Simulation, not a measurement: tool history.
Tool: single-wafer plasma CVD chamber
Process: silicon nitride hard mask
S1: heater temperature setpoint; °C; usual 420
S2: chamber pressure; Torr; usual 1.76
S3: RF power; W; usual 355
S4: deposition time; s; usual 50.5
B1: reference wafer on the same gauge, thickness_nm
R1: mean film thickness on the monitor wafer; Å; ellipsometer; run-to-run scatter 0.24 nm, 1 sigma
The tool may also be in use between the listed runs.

| run | hour | S1 | S2 | S3 | S4 | B1 | R1 |
|---|---|---|---|---|---|---|---|
| 1 | 0.0 | 420 | 1.53 | 355 | 50.5 | 68.464 | 625.60 |
|  | 9.9 | showerhead replaced, of another model than before |
| 2 | 31.5 | 420 | 1.95 | 355 | 47.8 | 68.512 | 631.09 |
| 3 | 38.2 | 420 | 1.95 | 355 | 47.8 | 68.473 | 629.93 |
| 4 | 50.2 | 414 | 1.76 | 330 | 50.5 | 68.447 | 629.19 |
| 5 | 62.4 | 414 | 1.76 | 330 | 50.5 | 68.536 | 631.33 |
| 6 | 71.2 | 430 | 1.76 | 300 | 50.5 | 68.438 | 599.93 |
|  | 77.7 | gauge calibrated |
| 7 | 80.5 | 430 | 1.76 | 300 | 50.5 | 68.479 | 597.94 |
| 8 | 97.9 | 426 | 1.76 | 300 | 50.5 | 68.471 | 600.78 |
| 9 | 109.8 | 429 | 1.39 | 410 | 54.1 | 68.469 | 712.18 |
|  | 126.9 | thermocouple changed; heater temperature recalibrated |
| 10 | 127.4 | 420 | 1.76 | 410 | 55.3 | 68.524 | 761.54 |
| 11 | 132.4 | 420 | 1.76 | 285 | 54.0 | 68.482 | 626.39 |
| 12 | 143.6 | 426 | 1.76 | 300 | 50.5 | 68.486 | 597.20 |
| 13 | 188.7 | 408 | 1.37 | 355 | 50.5 | 68.467 | 620.60 |
| 14 | 198.6 | 407 | 2.11 | 390 | 50.5 | 68.460 | 701.97 |
| 15 | 225.5 | 420 | 1.76 | 355 | 50.5 | 68.515 | 647.81 |
|  | 260.3 | capacitance manometer re-zeroed and calibrated |
| 16 | 265.6 | 420 | 1.76 | 355 | 50.5 | 68.486 | 643.33 |
| 17 | 277.4 | 420 | 1.76 | 355 | 50.5 | 68.474 | 642.29 |
| 18 | 292.3 | 420 | 1.76 | 355 | 50.5 | 68.496 | 645.68 |
| 19 | 341.2 | 420 | 1.76 | 355 | 50.5 | 68.463 | 637.85 |
| 20 | 352.2 | 420 | 1.76 | 355 | 50.5 | 68.412 | 647.30 |
| 21 | 360.0 | 431 | 1.76 | 355 | 50.5 | 68.473 | 641.25 |
| 22 | 373.9 | 420 | 1.76 | 355 | 50.5 | 68.559 | 644.45 |
| 23 | 381.1 | 420 | 1.76 | 355 | 50.5 | 68.494 | 638.50 |
| 24 | 396.3 | 420 | 1.76 | 355 | 46.2 | 68.527 | 590.19 |
| 25 | 412.7 | 415 | 1.91 | 355 | 50.5 | 68.462 | 652.84 |
| 26 | 430.5 | 433 | 1.39 | 300 | 50.5 | 68.555 | 564.33 |

Predict the results of run 27:
| 27 | 439.8 | 414 | 1.76 | 285 | 53.3 | ? | ? |

B1: 68.492
R1: 612.28 Å
The same run, on a tool lacking any hidden state, would have yielded R1 626.00 Å.

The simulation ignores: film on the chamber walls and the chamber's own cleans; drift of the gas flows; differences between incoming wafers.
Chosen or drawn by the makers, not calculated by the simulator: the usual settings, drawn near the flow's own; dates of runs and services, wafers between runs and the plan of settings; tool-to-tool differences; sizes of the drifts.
